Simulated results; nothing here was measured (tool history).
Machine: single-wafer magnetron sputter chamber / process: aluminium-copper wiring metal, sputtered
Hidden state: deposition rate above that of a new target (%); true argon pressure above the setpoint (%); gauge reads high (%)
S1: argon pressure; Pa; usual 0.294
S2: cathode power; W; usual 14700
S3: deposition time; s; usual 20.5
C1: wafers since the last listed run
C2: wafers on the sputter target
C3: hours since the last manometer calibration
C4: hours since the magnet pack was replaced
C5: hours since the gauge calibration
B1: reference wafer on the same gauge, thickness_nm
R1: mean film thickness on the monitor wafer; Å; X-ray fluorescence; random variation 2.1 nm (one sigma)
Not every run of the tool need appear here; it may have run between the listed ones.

run,hour,S1,S2,S3,C1,C2,C3,C4,C5,B1,R1
1,0.0,0.294,13650,18.2,0,6811,1995.7,11955.2,2300.8,413.695,4024.65
2,53.0,0.294,13650,18.2,1467,8278,2048.7,12008.2,2353.8,414.182,4013.11
# hour 103.5: magnet pack replaced
3,142.6,0.294,13650,18.2,2258,10537,2138.3,39.1,2443.4,414.477,4034.56
4,214.7,0.294,14700,20.5,1995,12533,2210.4,111.2,2515.5,413.829,4817.25
# hour 273.1: capacitance manometer re-zeroed and calibrated
5,311.5,0.294,14700,20.5,2458,14991,38.4,208.0,2612.3,413.307,4902.85
6,353.7,0.294,14700,20.5,1168,16159,80.6,250.2,2654.5,413.160,4939.23
7,407.3,0.294,14700,20.5,1483,17643,134.2,303.8,2708.1,414.251,4893.29
8,512.3,0.294,14700,20.5,2906,20549,239.2,408.8,2813.1,414.008,4914.67
# hour 544.2: sputter target and shields replaced
9,552.2,0.294,14700,20.5,883,220,279.1,448.7,2853.0,413.148,4883.36
10,658.7,0.294,14700,20.5,2948,3168,385.6,555.2,2959.5,414.018,4903.17
11,696.0,0.185,15800,19.0,1032,4200,422.9,592.5,2996.8,415.162,5070.25
12,785.6,0.207,11350,23.5,2480,6680,512.5,682.1,3086.4,413.043,4751.53
13,886.2,0.294,13650,18.2,2784,9465,613.1,782.7,3187.0,414.124,4075.03
14,948.8,0.330,14700,20.5,1732,11198,675.7,845.3,3249.6,413.388,4814.76
15,1029.7,0.294,14700,20.5,2239,13437,756.6,926.2,3330.5,413.851,4909.70
16,1132.6,0.200,11900,20.5,2848,16286,859.5,1029.1,3433.4,415.082,4290.94
17,1175.4,0.236,14700,20.5,1184,17470,902.3,1071.9,3476.2,413.747,5032.75
18,1217.5,0.207,12850,20.5,1165,18636,944.4,1114.0,3518.3,413.972,4546.37
# hour 1245.5: sputter target and shields replaced
19,1343.7,0.396,14700,22.2,3271,2717,1070.6,1240.2,3644.5,413.546,5015.83
# hour 1344.8: gauge calibrated
20,1448.4,0.294,12150,19.0,2898,5616,1175.3,1344.9,103.6,414.165,3889.60
21,1538.7,0.399,16250,19.4,2499,8115,1265.6,1435.2,193.9,414.033,4782.17
22,1610.7,0.294,17450,20.5,1993,10108,1337.6,1507.2,265.9,414.381,5627.74
23,1699.6,0.294,12700,18.9,2460,12569,1426.5,1596.1,354.8,414.405,3954.70
24,1735.8,0.294,14700,20.5,1002,13571,1462.7,1632.3,391.0,414.431,4856.16
25,2008.8,0.294,14700,20.5,7556,21128,1735.7,1905.3,664.0,413.341,4822.71
# hour 2061.7: sputter target and shields replaced
26,2102.0,0.408,14700,18.3,2358,1115,1828.9,1998.5,757.2,413.053,4097.14
27,2172.6,0.348,14700,20.5,1954,3069,1899.5,2069.1,827.8,412.976,4682.57
28,2268.6,0.367,16200,20.5,2657,5726,1995.5,2165.1,923.8,414.666,5083.72
# hour 2289.6: capacitance manometer re-zeroed and calibrated
29,2369.7,0.392,11950,17.7,2577,8303,80.1,2266.2,1024.9,414.100,3416.29
30,2445.4,0.354,17700,22.8,2095,10399,155.8,2341.9,1100.6,413.493,6205.10
31,2526.7,0.367,16200,20.5,2250,12649,237.1,2423.2,1181.9,413.985,5183.78
32,2606.6,0.223,16300,18.0,2211,14861,317.0,2503.1,1261.8,414.162,4850.91
33,2656.5,0.294,14700,20.5,1381,16242,366.9,2553.0,1311.7,414.454,4895.50

What the log doesn't show, run by run:
deposition rate above that of a new target (%): 0, the same for each run
gauge reads high (%): 0, the same for each run
H1: true argon pressure above the setpoint (%)
run,H1
1,12
2,12.8
3,14.1
4,15.3
5,-1.08
6,-1.06
7,-1.02
8,-0.871
9,-0.795
10,-0.535
11,-0.424
12,-0.116
13,0.3
14,0.596
15,1.02
16,1.63
17,1.91
18,2.2
19,3.13
20,3.99
21,4.8
22,5.49
23,6.4
24,6.78
25,9.99
26,11.2
27,12.2
28,13.6
29,0.477
30,0.543
31,0.66
32,0.823
33,0.948
